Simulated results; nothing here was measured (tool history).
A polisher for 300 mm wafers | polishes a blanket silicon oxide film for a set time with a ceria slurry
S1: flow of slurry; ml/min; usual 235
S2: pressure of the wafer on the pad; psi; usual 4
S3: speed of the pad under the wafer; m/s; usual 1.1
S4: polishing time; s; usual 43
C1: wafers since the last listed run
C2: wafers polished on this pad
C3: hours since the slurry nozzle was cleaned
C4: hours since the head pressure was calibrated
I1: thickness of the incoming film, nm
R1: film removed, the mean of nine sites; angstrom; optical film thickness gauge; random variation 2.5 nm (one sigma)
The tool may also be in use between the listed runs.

run     day   S1   S2    S3  S4   C1    C2     C3     C4      I1    R1
  1       0  235    4   1.1  43    0   146  199.9  284.3  1454.4  2798
  2   0.679  235    4   1.1  43  138   284  216.2  300.6  1451.2  2816
  3   1.746  235    4   1.1  43  217   502  241.8  326.2  1420.7  2821
  4   2.696  235    4   1.1  48  194   696  264.6    349  1455.1  3068
  5   3.633  235    4   1.1  48  191   888  287.1  371.5  1409.7  3117
  6   4.867  235    4   1.1  43  251  1139  316.7  401.1    1449  2718
  7   5.392  285    4   1.1  32  107  1247  329.3  413.7  1442.7  2064
  8   6.517  235    4   1.1  43  229  1476  356.3  440.7  1439.5  2710
  9   7.546  235    4   1.1  43  210  1687    381  465.4  1447.1  2691
      7.858  -- worn pad replaced by a new one
 10    8.15  235    4   1.1  43   89    59  395.5  479.9  1426.6  2863
 11   9.092  235  3.1   1.1  50  192   251  418.1  502.5  1424.6  2520
 12  10.121  235  3.1   1.1  50  210   462  442.8  527.2  1444.6  2527
 13  10.746  235    4   1.1  43  127   589  457.8  542.2  1427.8  2849
 14  11.296  235    4   1.1  43  112   702    471  555.4  1432.7  2788
 15  12.425  235    4   1.1  43  230   932  498.1  582.5  1450.5  2776
     12.708  -- slurry nozzle cleaned
 16   13.05  235  3.7   1.1  43  119  1051    8.2  597.5  1410.1  2562
 17  13.629  235  3.7   1.1  43  118  1170   22.1  611.4  1445.5  2525
     14.446  -- worn pad replaced by a new one
 18  14.538  205    4   0.9  43  151    18   43.9  633.2  1444.7  2266
 19  15.096  235    4   1.1  43  114   132   57.3  646.6  1462.5  2813
     16.688  -- head pressure recalibrated
 20  19.029  235    4   1.1  43  786   919  151.7   56.2  1436.3  2791
 21  19.962  200    4   1.1  54  190  1109  174.1   78.6  1443.4  3373
 22  20.517  235    3   1.1  48  113  1222  187.4   91.9  1438.6  2304
     22.733  -- worn pad replaced by a new one
 23  23.446  235    4   1.1  43  564   145  257.7  162.2  1431.7  2849
 24  24.821  310  5.1   1.1  43  280   426  290.7  195.2    1432  3673
 25  25.479  235    4  1.42  32  134   561  306.5    211  1431.6  2668
 26  26.138  235    4   1.1  56  134   695  322.3  226.8  1438.6  3592
 27  27.333  235    4   1.1  43  244   939    351  255.5  1454.6  2788
 28  27.896  305  5.3  1.34  51  114  1054  364.5    269  1442.4  5260
     31.342  -- worn pad replaced by a new one
 29  32.217  235    4   1.1  43  848   179  468.2  372.7  1456.3  2788
     32.983  -- slurry nozzle cleaned
 30  33.075  235    4   0.9  43  166   345    2.2  393.3  1455.1  2336
 31  33.846  175    4  0.96  43  157   503   20.7  411.8  1458.8  2317
 32  36.271  235    4   1.1  43  495   998   78.9    470  1431.8  2817
 33  37.083  210    4   1.1  43  165  1164   98.4  489.5  1416.8  2710
 34  37.988  235    4   1.1  50  184  1349  120.1  511.2  1433.4  3172

Forecast each of these 4 alternatives for the next run:
  A  38.004  235    4  1.24  43   3  1352  120.5  511.6  1436.4   ?
  B  38.004  270  5.4   1.1  43   3  1352  120.5  511.6  1436.4   ?
  C  38.004  290  3.6  1.38  56   3  1352  120.5  511.6  1436.4   ?
  D  38.004  235    4   1.1  34   3  1352  120.5  511.6  1436.4   ?

run    R1
  A  3034
  B  3714
  C  4031
  D  2141
Without the tool's hidden state the same runs would have given:
run    R1
  A  3148
  B  3854
  C  4182
  D  2222
